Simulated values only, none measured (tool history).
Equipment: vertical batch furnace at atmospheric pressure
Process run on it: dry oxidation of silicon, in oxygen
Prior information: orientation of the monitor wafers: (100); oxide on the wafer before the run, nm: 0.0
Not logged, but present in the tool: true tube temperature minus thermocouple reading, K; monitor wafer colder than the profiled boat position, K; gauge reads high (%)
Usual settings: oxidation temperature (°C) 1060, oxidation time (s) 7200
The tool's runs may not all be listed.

| run | hour | oxidation temperature (°C) | oxidation time (s) | wafers since the last listed run | hours since the last temperature calibration | hours since the boat lift was adjusted | hours since the gauge calibration | read-back reference wafer on the same gauge, thickness | oxide thickness on the monitor wafer (Å) |
|---|---|---|---|---|---|---|---|---|---|
| 1 | 0.0 | 1060 | 7950 | 0 | 3649.2 | 1738.9 | 345.7 | 147.25 | 1440.7 |
| 2 | 21.6 | 1060 | 7950 | 210 | 3670.8 | 1760.5 | 367.3 | 146.96 | 1440.2 |
| 3 | 55.1 | 1060 | 7200 | 327 | 3704.3 | 1794.0 | 400.8 | 147.04 | 1345.1 |
| 4 | 71.0 | 1060 | 7200 | 155 | 3720.2 | 1809.9 | 416.7 | 147.05 | 1347.8 |
| 5 | 91.6 | 1076 | 7200 | 201 | 3740.8 | 1830.5 | 437.3 | 147.05 | 1508.0 |
| 6 | 112.4 | 1076 | 7200 | 203 | 3761.6 | 1851.3 | 458.1 | 146.84 | 1517.3 |
| 7 | 132.4 | 1076 | 7200 | 195 | 3781.6 | 1871.3 | 478.1 | 147.01 | 1509.7 |
| 8 | 201.8 | 1051 | 7200 | 677 | 3851.0 | 1940.7 | 547.5 | 147.11 | 1246.9 |
| 9 | 227.4 | 1060 | 7200 | 249 | 3876.6 | 1966.3 | 573.1 | 146.96 | 1338.5 |
| 10 | 260.2 | 1060 | 7200 | 320 | 3909.4 | 1999.1 | 605.9 | 146.85 | 1333.7 |
|  | 288.7 | boat lift adjusted |
| 11 | 289.2 | 1060 | 6150 | 48 | 3938.4 | 0.5 | 634.9 | 147.00 | 1245.8 |
| 12 | 381.8 | 1060 | 6150 | 904 | 4031.0 | 93.1 | 727.5 | 147.12 | 1243.3 |
| 13 | 401.1 | 1054 | 7200 | 188 | 4050.3 | 112.4 | 746.8 | 147.09 | 1317.3 |
| 14 | 433.9 | 1054 | 7200 | 320 | 4083.1 | 145.2 | 779.6 | 146.93 | 1315.3 |
| 15 | 463.5 | 1060 | 7950 | 289 | 4112.7 | 174.8 | 809.2 | 146.87 | 1473.2 |
| 16 | 488.2 | 1051 | 7200 | 241 | 4137.4 | 199.5 | 833.9 | 147.10 | 1279.5 |
|  | 520.5 | thermocouples replaced and temperature profile calibrated |
| 17 | 524.0 | 1045 | 5130 | 115 | 3.5 | 235.3 | 869.7 | 147.11 | 980.8 |
| 18 | 541.7 | 1084 | 5730 | 172 | 21.2 | 253.0 | 887.4 | 146.97 | 1429.5 |
| 19 | 594.8 | 1079 | 9900 | 518 | 74.3 | 306.1 | 940.5 | 147.00 | 1944.5 |
| 20 | 621.8 | 1060 | 7200 | 263 | 101.3 | 333.1 | 967.5 | 146.97 | 1376.9 |
|  | 655.4 | gauge calibrated |
| 21 | 657.2 | 1038 | 8880 | 345 | 136.7 | 368.5 | 1.8 | 146.96 | 1321.5 |
| 22 | 680.8 | 1060 | 7200 | 230 | 160.3 | 392.1 | 25.4 | 146.93 | 1370.5 |
| 23 | 700.0 | 1060 | 7200 | 187 | 179.5 | 411.3 | 44.6 | 147.18 | 1379.0 |
| 24 | 712.9 | 1037 | 9240 | 125 | 192.4 | 424.2 | 57.5 | 146.97 | 1347.8 |
| 25 | 738.1 | 1078 | 4470 | 246 | 217.6 | 449.4 | 82.7 | 146.97 | 1162.3 |
| 26 | 753.6 | 1078 | 4080 | 151 | 233.1 | 464.9 | 98.2 | 147.13 | 1095.5 |
| 27 | 779.7 | 1052 | 10140 | 254 | 259.2 | 491.0 | 124.3 | 146.99 | 1613.2 |
| 28 | 808.5 | 1069 | 10740 | 281 | 288.0 | 519.8 | 153.1 | 147.07 | 1896.3 |
| 29 | 861.1 | 1040 | 9300 | 513 | 340.6 | 572.4 | 205.7 | 146.87 | 1385.5 |

Below, some changes in oxide thickness on the monitor wafer (Å) between adjacent runs. For each, the amount present without the hidden state too (settings, incoming material, random variation) and the amount remaining for the hidden state with gauge scatter not shared by both compared results:
Run 4 -> 5: oxidation temperature (°C) 1060 -> 1076. oxide thickness on the monitor wafer (Å) +160.2: hidden state -2.9, all else +163.1.
Run 10 -> 11: oxidation time (s) 7200 -> 6150, boat lift adjusted. oxide thickness on the monitor wafer (Å) -87.9: hidden state +44.8, all else -132.7.
Run 19 -> 20: oxidation temperature (°C) 1079 -> 1060, oxidation time (s) 9900 -> 7200. oxide thickness on the monitor wafer (Å) -567.6: hidden state +0.9, all else -568.5.
Run 26 -> 27: oxidation temperature (°C) 1078 -> 1052, oxidation time (s) 4080 -> 10140. oxide thickness on the monitor wafer (Å) +517.7: hidden state -2.5, all else +520.2.

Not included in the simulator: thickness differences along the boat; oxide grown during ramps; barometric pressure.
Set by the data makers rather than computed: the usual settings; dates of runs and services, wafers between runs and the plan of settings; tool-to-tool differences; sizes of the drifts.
